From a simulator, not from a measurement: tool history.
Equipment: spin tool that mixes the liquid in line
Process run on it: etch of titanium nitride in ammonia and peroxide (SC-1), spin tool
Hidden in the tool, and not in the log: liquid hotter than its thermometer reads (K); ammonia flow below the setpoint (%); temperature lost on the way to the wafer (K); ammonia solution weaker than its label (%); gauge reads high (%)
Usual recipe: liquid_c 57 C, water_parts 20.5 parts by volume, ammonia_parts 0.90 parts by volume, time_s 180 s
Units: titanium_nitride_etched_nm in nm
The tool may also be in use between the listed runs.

| run | hour | liquid_c | water_parts | ammonia_parts | time_s | wafers since the last listed run | hours since the thermometer was replaced | hours since the ammonia flow meter was replaced | hours since the heated supply line was repaired | hours since the drum of ammonia solution was connected | hours since the gauge calibration | read-back film thickness of the titanium nitride reference wafer, read on the same gauge (nm) | titanium_nitride_etched_nm |
|---|---|---|---|---|---|---|---|---|---|---|---|---|---|
| 1 | 0.0 | 57 | 20.5 | 0.90 | 180 | 0 | 1256.1 | 1592.9 | 1475.5 | 1201.4 | 812.8 | 120.00 | 15.50 |
|  | 27.6 | new drum of ammonia solution connected |
|  | 35.4 | gauge calibrated |
| 2 | 60.2 | 57 | 20.5 | 0.90 | 180 | 361 | 1316.3 | 1653.1 | 1535.7 | 32.6 | 24.8 | 120.01 | 15.44 |
| 3 | 272.6 | 57 | 20.5 | 0.90 | 180 | 1295 | 1528.7 | 1865.5 | 1748.1 | 245.0 | 237.2 | 119.99 | 14.85 |
| 4 | 304.1 | 57 | 20.5 | 0.90 | 180 | 192 | 1560.2 | 1897.0 | 1779.6 | 276.5 | 268.7 | 120.02 | 15.09 |
|  | 342.1 | ammonia flow meter replaced |
|  | 348.8 | thermometer replaced |
| 5 | 362.5 | 57 | 20.5 | 0.90 | 180 | 344 | 13.7 | 20.4 | 1838.0 | 334.9 | 327.1 | 120.01 | 14.95 |
| 6 | 396.7 | 57 | 20.5 | 0.90 | 180 | 208 | 47.9 | 54.6 | 1872.2 | 369.1 | 361.3 | 120.02 | 15.03 |
| 7 | 461.3 | 57 | 20.5 | 0.90 | 180 | 394 | 112.5 | 119.2 | 1936.8 | 433.7 | 425.9 | 119.98 | 14.84 |
|  | 479.1 | heated supply line repaired |
| 8 | 489.6 | 57 | 20.5 | 0.90 | 180 | 166 | 140.8 | 147.5 | 10.5 | 462.0 | 454.2 | 119.97 | 17.05 |
| 9 | 593.6 | 57 | 20.5 | 0.90 | 180 | 634 | 244.8 | 251.5 | 114.5 | 566.0 | 558.2 | 120.00 | 17.29 |
| 10 | 640.2 | 57 | 20.5 | 0.90 | 180 | 284 | 291.4 | 298.1 | 161.1 | 612.6 | 604.8 | 120.02 | 17.17 |
| 11 | 691.1 | 57 | 20.5 | 0.90 | 180 | 310 | 342.3 | 349.0 | 212.0 | 663.5 | 655.7 | 120.02 | 16.69 |
| 12 | 715.6 | 53 | 27.5 | 1.20 | 180 | 149 | 366.8 | 373.5 | 236.5 | 688.0 | 680.2 | 120.03 | 11.63 |

For run 13, what comes out?
| 13 | 750.2 | 57 | 24.5 | 0.55 | 145 | 211 | 401.4 | 408.1 | 271.1 | 722.6 | 714.8 | ? | ? |

read-back film thickness of the titanium nitride reference wafer, read on the same gauge (nm): 120.01
titanium_nitride_etched_nm: 11.21 nm
The same run, on a tool lacking any hidden state, would have yielded titanium_nitride_etched_nm 11.54 nm.
